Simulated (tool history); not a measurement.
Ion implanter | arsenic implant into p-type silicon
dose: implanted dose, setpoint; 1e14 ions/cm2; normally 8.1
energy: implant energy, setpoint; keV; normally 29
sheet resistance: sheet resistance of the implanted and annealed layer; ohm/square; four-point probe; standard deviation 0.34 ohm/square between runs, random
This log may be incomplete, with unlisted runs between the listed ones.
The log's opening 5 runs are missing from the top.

run	hour	dose	energy	wafers since the last listed run	hours since the last dose calibration	hours since the extraction supply was calibrated	hours since the gauge calibration	read-back reference wafer on the same gauge, sheet resistance	sheet resistance
6	337.4	8.1	29	3019	399.5	4824.6	562.9	152.91	144.19
7	365.7	8.1	29	663	427.8	4852.9	591.2	153.08	144.13
8	418.6	8.1	29	1240	480.7	4905.8	644.1	152.99	144.46
9	445	7.4	29	618	507.1	4932.2	670.5	153.07	153.26
10	509.6	7.4	29	1514	571.7	4996.8	735.1	153.02	153.39
11	543.9	7.4	29	804	606	5031.1	769.4	152.97	153.02
12	573.6	8.63	29	696	635.7	5060.8	799.1	153.08	137.97
13	645.3	8.63	29	1680	707.4	5132.5	870.8	153.09	138.16
14	686.9	8.63	29	975	749	5174.1	912.4	152.93	137.91
15	740.2	8.1	33.5	1249	802.3	5227.4	965.7	153.05	138.58
16	774.8	8.1	33.5	811	836.9	5262	1000.3	152.98	139.04
# hour 788.1: gauge calibrated
17	807.8	8.94	29	773	869.9	5295	19.7	152.96	134.78
18	850.5	8.1	29	1001	912.6	5337.7	62.4	152.97	143.57
# hour 902.1: extraction supply calibrated
19	905.2	10.02	34.5	1094	967.3	3.1	117.1	152.98	119.62
20	931.7	9.66	20	621	993.8	29.6	143.6	152.96	145.39
21	957.9	6.97	39	614	1020	55.8	169.8	152.95	149.9

Run 22 comes next. What will it give?
22	1008.6	10.47	35	1188	1070.7	106.5	220.5	?	?

Run 22 measured read-back reference wafer on the same gauge, sheet resistance 152.96, sheet resistance 115.94 ohm/square.
On a tool with no hidden condition, and with the same random variation, this run would have come out at sheet resistance 116.89 ohm/square.
